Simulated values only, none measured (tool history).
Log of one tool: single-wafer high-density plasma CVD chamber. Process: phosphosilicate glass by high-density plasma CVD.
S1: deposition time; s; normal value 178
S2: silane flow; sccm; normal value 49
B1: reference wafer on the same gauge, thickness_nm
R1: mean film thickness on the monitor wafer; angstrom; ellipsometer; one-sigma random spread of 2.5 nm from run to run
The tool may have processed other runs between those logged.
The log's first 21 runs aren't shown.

Run 22, day 82.538: usual settings but S1 213 s, S2 45 sccm; B1 841.283. Result: R1 9025.05 angstrom.
Run 23, day 84.321: usual settings but S2 57 sccm; B1 840.763. Result: R1 9580.89 angstrom.
Run 24, day 86.892: usual settings; B1 841.095. Result: R1 8190.6 angstrom.
Run 25, day 90.125: usual settings but S1 190 s, S2 42 sccm; B1 840.913. Result: R1 7504.97 angstrom.
Run 26, day 93.092: usual settings but S1 151 s, S2 54 sccm; B1 841.485. Result: R1 7655.81 angstrom.
Run 27, day 97.575: usual settings but S1 188 s, S2 52 sccm; B1 840.882. Result: R1 9139.61 angstrom.
Run 28, day 102.025: usual settings but S1 201 s, S2 58 sccm; B1 840.922. Result: R1 10986.36 angstrom.
Run 29, day 103.575: usual settings but S2 45 sccm; B1 840.931. Result: R1 7512.67 angstrom.
Run 30, day 106.846: usual settings but S1 210 s; B1 841.146. Result: R1 9614.12 angstrom.
Run 31, day 110.642: usual settings; B1 841.383. Result: R1 8185.93 angstrom.
Run 32, day 112.8: usual settings; B1 841.028. Result: R1 8122.5 angstrom.
Run 33, day 116.825: usual settings; B1 841.05. Result: R1 8167.44 angstrom.

Here are 3 independent what-if runs from the current tool condition. What would each one return?
Run A, day 116.842: usual settings but S1 160 s; B1 ?. Result: R1 ?.
Run B, day 116.842: usual settings but S1 200 s, S2 51 sccm; B1 ?. Result: R1 ?.
Run C, day 116.842: usual settings but S1 166 s, S2 56 sccm; B1 ?. Result: R1 ?.

run       B1       R1
  A  841.018   7413.5
  B  841.018  9645.12
  C  841.018  8790.29
With the hidden condition removed and each run's random variation left untouched, the same runs would have given:
run       R1
  A   7413.5
  B  9645.12
  C  8790.29

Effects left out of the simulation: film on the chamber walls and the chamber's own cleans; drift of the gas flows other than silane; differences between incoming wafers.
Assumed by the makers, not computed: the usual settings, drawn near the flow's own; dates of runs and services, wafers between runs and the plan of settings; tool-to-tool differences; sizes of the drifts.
